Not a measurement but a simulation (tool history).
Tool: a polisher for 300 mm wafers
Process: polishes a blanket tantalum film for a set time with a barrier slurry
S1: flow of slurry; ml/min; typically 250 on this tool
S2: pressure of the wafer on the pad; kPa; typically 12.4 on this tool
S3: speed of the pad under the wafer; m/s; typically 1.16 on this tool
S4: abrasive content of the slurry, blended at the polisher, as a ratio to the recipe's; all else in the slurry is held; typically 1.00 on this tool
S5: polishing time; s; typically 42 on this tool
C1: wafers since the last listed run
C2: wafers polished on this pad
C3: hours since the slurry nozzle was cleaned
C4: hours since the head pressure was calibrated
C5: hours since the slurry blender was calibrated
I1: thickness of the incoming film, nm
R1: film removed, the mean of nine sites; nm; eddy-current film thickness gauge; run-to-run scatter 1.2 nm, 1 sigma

run     day   S1    S2    S3    S4  S5    C1    C2     C3      C4     C5     I1     R1
  1   0.000  190  12.4  1.16  1.00  42     0  3755   39.4   819.9  313.7  256.2   80.6
      0.833  -- worn pad replaced by a new one
  2   1.138  230  12.4  1.16  1.00  51   227    71   66.7   847.2  341.0  259.6   97.0
      1.721  -- slurry blender recalibrated
  3   2.275  230  12.4  1.16  1.00  51   247   319   94.0   874.5   13.3  257.9  106.0
  4   3.638  250  12.4  1.02  1.10  42   319   639  126.7   907.2   46.0  256.1   79.7
  5   5.454  250  12.4  1.16  1.00  42   426  1065  170.3   950.8   89.6  254.7   84.1
  6   6.858  250  12.4  1.16  1.00  42   329  1395  204.0   984.5  123.3  260.2   85.9
  7   8.512  250  12.4  1.16  1.00  42   388  1784  243.7  1024.2  163.0  261.6   86.1
  8  11.312  250  10.3  1.16  1.00  42   657  2441  310.9  1091.4  230.2  258.1   71.3
  9  12.462  250  10.3  1.16  1.00  42   270  2711  338.5  1119.0  257.8  261.7   70.6
     18.162  -- slurry blender recalibrated
     18.338  -- worn pad replaced by a new one
 10  19.867  250  12.4  1.02  1.00  42  1680   359  516.2  1296.7   40.9  255.8   79.9
 11  21.788  220   8.3  1.16  1.00  42   451   810  562.3  1342.8   87.0  259.0   58.0
 12  23.792  250  12.4  1.16  1.00  42   470  1280  610.4  1390.9  135.1  263.1   90.2
 13  26.133  250  12.4  1.16  1.00  42   549  1830  666.6  1447.1  191.3  255.0   86.3
     27.992  -- head pressure recalibrated
 14  28.621  250  14.5  0.92  1.10  46   564  2395  726.3    15.1  251.0  264.8   82.6
 15  30.800  250   8.3  1.16  1.00  42   511  2907  778.6    67.4  303.3  262.1   51.0
     31.067  -- slurry nozzle cleaned
 16  32.133  250  12.4  1.16  1.15  57   303  3210   25.6    99.4  335.3  259.5  109.5
     34.921  -- slurry blender recalibrated
     35.262  -- worn pad replaced by a new one
 17  35.283  250  12.4  1.16  1.00  42   681     5  101.2   175.0    8.7  262.6   85.6
 18  38.129  250  12.4  1.16  1.00  42   668   673  169.5   243.3   77.0  257.9   81.3
 19  39.346  250  12.4  1.16  1.10  42   285   959  198.7   272.5  106.2  259.5   86.7
 20  41.046  250  12.4  1.16  1.00  42   399  1358  239.5   313.3  147.0  257.0   84.7
 21  42.333  250   9.7  1.28  1.00  42   302  1660  270.4   344.2  177.9  262.5   70.2
 22  44.804  250  12.4  1.16  1.00  52   580  2241  329.7   403.5  237.2  265.3  100.4
 23  46.046  250  12.4  1.16  1.25  42   291  2532  359.5   433.3  267.0  263.3   85.6
 24  47.896  250  12.4  1.16  1.00  42   434  2967  403.9   477.7  311.4  259.1   78.2
     49.346  -- worn pad replaced by a new one
 25  50.171  250  12.4  1.16  1.00  42   495   193  458.5   532.3  366.0  262.4   76.9
     52.058  -- slurry blender recalibrated
 26  52.533  250  12.4  1.26  1.00  49   535   728  515.2   589.0   11.4  256.6  108.9
 27  54.112  280  15.2  1.16  0.80  52   370  1099  553.1   626.9   49.3  255.2  118.7
 28  55.204  250  12.4  1.16  1.00  42   256  1355  579.3   653.1   75.5  255.1   86.8
 29  57.446  320  13.8  1.16  0.85  28   526  1882  633.1   706.9  129.3  260.7   59.7

Here are 5 independent what-if runs from the current tool condition. What would each one return?
  A  57.462  175  12.4  1.16  1.00  42   3  1886  633.5  707.3  129.7  258.5   ?
  B  57.462  215  13.8  1.16  0.80  42   3  1886  633.5  707.3  129.7  258.5   ?
  C  57.462  250  12.4  1.50  1.25  42   3  1886  633.5  707.3  129.7  258.5   ?
  D  57.462  250  12.4  1.16  0.75  42   3  1886  633.5  707.3  129.7  258.5   ?
  E  57.462  185  12.4  0.82  0.85  29   3  1886  633.5  707.3  129.7  258.5   ?

run     R1
  A   85.0
  B   87.2
  C  122.0
  D   76.8
  E   38.9
With the hidden condition removed and each run's random variation left untouched, the same runs would have given:
run     R1
  A   81.6
  B   83.9
  C  117.0
  D   74.0
  E   37.5
